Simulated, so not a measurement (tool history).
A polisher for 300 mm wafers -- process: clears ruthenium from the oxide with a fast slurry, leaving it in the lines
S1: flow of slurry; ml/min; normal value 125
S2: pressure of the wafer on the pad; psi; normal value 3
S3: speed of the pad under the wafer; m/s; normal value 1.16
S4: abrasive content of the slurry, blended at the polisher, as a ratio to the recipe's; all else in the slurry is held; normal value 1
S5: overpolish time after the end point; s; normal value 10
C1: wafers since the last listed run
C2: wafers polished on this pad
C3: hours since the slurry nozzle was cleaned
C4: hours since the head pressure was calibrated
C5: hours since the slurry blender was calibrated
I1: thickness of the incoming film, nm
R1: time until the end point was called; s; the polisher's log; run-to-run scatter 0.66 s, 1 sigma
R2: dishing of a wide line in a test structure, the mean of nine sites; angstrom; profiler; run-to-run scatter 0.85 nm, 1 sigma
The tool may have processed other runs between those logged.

run   hour   S1   S2    S3    S4  S5   C1    C2     C3      C4     C5     I1     R1   R2
  1      0  105    3  1.16     1  10    0  1189  126.7  1170.4    4.6  313.7   78.3  316
       8.3  -- worn pad replaced by a new one
  2   28.9  125    3  1.16     1   8  280   232  155.6  1199.3   33.5  309.5   66.7  281
      60.2  -- slurry nozzle cleaned
  3   63.9  125    3  1.16     1  14  383   616    3.7  1234.3   68.5  307.3   68.1  421
  4   96.7  125    3  1.16     1  14  369   985   36.5  1267.1  101.3  315.3   72.5  427
     113.3  -- worn pad replaced by a new one
  5  113.8  125    3  1.44     1  10  147     6   53.6  1284.2  118.4  310.1   53.8  417
  6  126.2  125    3  1.44     1  10  139   145     66  1296.6  130.8  306.9   54.2  394
  7  139.9  125    3  1.44     1  10  154   300   79.7  1310.3  144.5    310     55  394
  8  170.3  100    3  1.16     1  10  342   643  110.1  1340.7  174.9  312.5   73.9  320
  9  193.6  145    3  1.16     1  10  262   905  133.4    1364  198.2    317     74  327
 10  221.3  125    3  1.16     1  10  312  1218  161.1  1391.7  225.9  316.1   75.2  311
       229  -- worn pad replaced by a new one
 11  247.7  125    3  1.16     1  10  252   211  187.5  1418.1  252.3  313.1   67.8  348
 12  278.4  125    3  1.16     1  10  346   557  218.2  1448.8    283  306.6   68.8  337
       285  -- slurry nozzle cleaned
 13    308  145  3.6  1.16     1  13  322   879     23  1478.4  312.6  310.4   58.6  464
     312.8  -- head pressure recalibrated
     333.4  -- worn pad replaced by a new one
 14  354.8  125  3.3  1.32     1  13  460   240   69.8      42  359.4  310.5   53.9  485
 15  383.4   85    3  1.16     1  10  322   563   98.4    70.6    388  306.6   73.9  322
 16  408.8  160    3  1.16     1  12  286   849  123.8      96  413.4  308.5   67.4  384
     417.3  -- slurry blender recalibrated
 17  431.5  125  2.4  1.16  1.15  10  233  1083  146.5   118.7   14.2  305.3   85.4  285
     456.9  -- worn pad replaced by a new one
 18  457.4  155    4  1.48  0.75  10  246     5  172.4   144.6   40.1  313.6   44.4  465
 19  490.1  160    3  1.16     1   8  368   374  205.1   177.3   72.8  312.9   66.6  297
 20  504.8  125    3  1.16     1  10  165   540  219.8     192   87.5  305.8   69.6  334
 21  517.5  145    3  1.16  1.25  14  143   683  232.5   204.7  100.2  307.9   63.3  462
     521.4  -- slurry nozzle cleaned
 22  533.4   95  2.1     1     1   8  168   851     12   220.6  116.1  309.7  126.3  164
 23  556.9  125    3  1.16     1  10  264  1116   35.5   244.1  139.6  313.8   76.1  316

The next listed run, before its measurement:
     579.6  -- worn pad replaced by a new one
 24  580.2  125   3  1.16   1  10  217   6  58.8  267.4  162.9  308.2   ?   ?

R1: 65.3 s
R2: 358 angstrom
With no hidden state in the tool, this same run would have given R1 64.6 s, R2 361 angstrom.
